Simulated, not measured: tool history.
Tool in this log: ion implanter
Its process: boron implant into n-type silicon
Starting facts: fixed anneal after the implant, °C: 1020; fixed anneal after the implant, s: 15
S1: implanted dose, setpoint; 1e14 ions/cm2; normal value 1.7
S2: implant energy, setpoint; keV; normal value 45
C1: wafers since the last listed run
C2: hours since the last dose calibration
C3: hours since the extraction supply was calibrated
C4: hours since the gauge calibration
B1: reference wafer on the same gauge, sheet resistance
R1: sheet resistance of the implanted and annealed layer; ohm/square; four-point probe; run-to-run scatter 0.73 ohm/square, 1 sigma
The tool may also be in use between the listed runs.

run	day	S1	S2	C1	C2	C3	C4	B1	R1
1	0	1.7	45	0	1473.5	2230.1	157	510.13	498.58
2	0.562	2.1	45	215	1487	2243.6	170.5	509.75	427.68
3	0.842	2.1	45	107	1493.7	2250.3	177.2	510.12	428.26
4	1.229	1.85	45	148	1503	2259.6	186.5	509.91	470.12
5	1.483	1.85	45	97	1509.1	2265.7	192.6	510.12	469.28
6	1.858	1.7	45	143	1518.1	2274.7	201.6	510.02	500.43
7	2.504	1.7	45	247	1533.6	2290.2	217.1	510.01	500.23
8	3.188	1.7	45	262	1550	2306.6	233.5	509.77	500.81
9	3.458	1.7	54	103	1556.5	2313.1	240	510	485.82
10	3.938	1.7	54	183	1568	2324.6	251.5	510.11	484.99
11	4.425	1.7	54	186	1579.7	2336.3	263.2	509.93	485.66
12	4.75	1.35	59	124	1587.5	2344.1	271	509.94	563.89
13	5.412	1.97	39.5	254	1603.4	2360	286.9	510.04	458.6
# day 5.792: gauge calibrated
# day 5.942: Faraday cup replaced and dose calibrated
14	5.962	2.12	51.5	83	0.5	2373.2	4.1	509.91	404.61
15	6.338	1.85	45	143	9.5	2382.2	13.1	510.17	457.1
16	6.6	1.45	36.5	100	15.8	2388.5	19.4	510.01	566.33
# day 7.104: extraction supply calibrated
17	7.125	1.41	32.5	73	28.4	0.5	32	509.91	589.03
18	7.746	1.83	35.5	238	43.3	15.4	46.9	509.83	478.51
19	9.629	1.94	45	722	88.5	60.6	92.1	509.93	442.77
20	10.017	1.7	45	148	97.8	69.9	101.4	509.78	488.57
21	10.571	1.7	45	212	111.1	83.2	114.7	509.82	487.34
22	11.271	1.41	45	268	127.9	100	131.5	510.13	559.64
23	11.579	1.56	45	118	135.3	107.4	138.9	510.07	520.23

Each row is a separate what-if for the run after 23, all from the same tool condition, not one after another. Results?
A	11.596	1.7	32	6	135.7	107.8	139.3	?	?
B	11.596	1.7	39	6	135.7	107.8	139.3	?	?
C	11.596	2.04	45	6	135.7	107.8	139.3	?	?

run	B1	R1
A	510.17	514.41
B	510.17	499.36
C	510.17	427.01
What these runs would have given with no unlogged condition in the tool:
run	R1
A	511.03
B	496.16
C	424.26
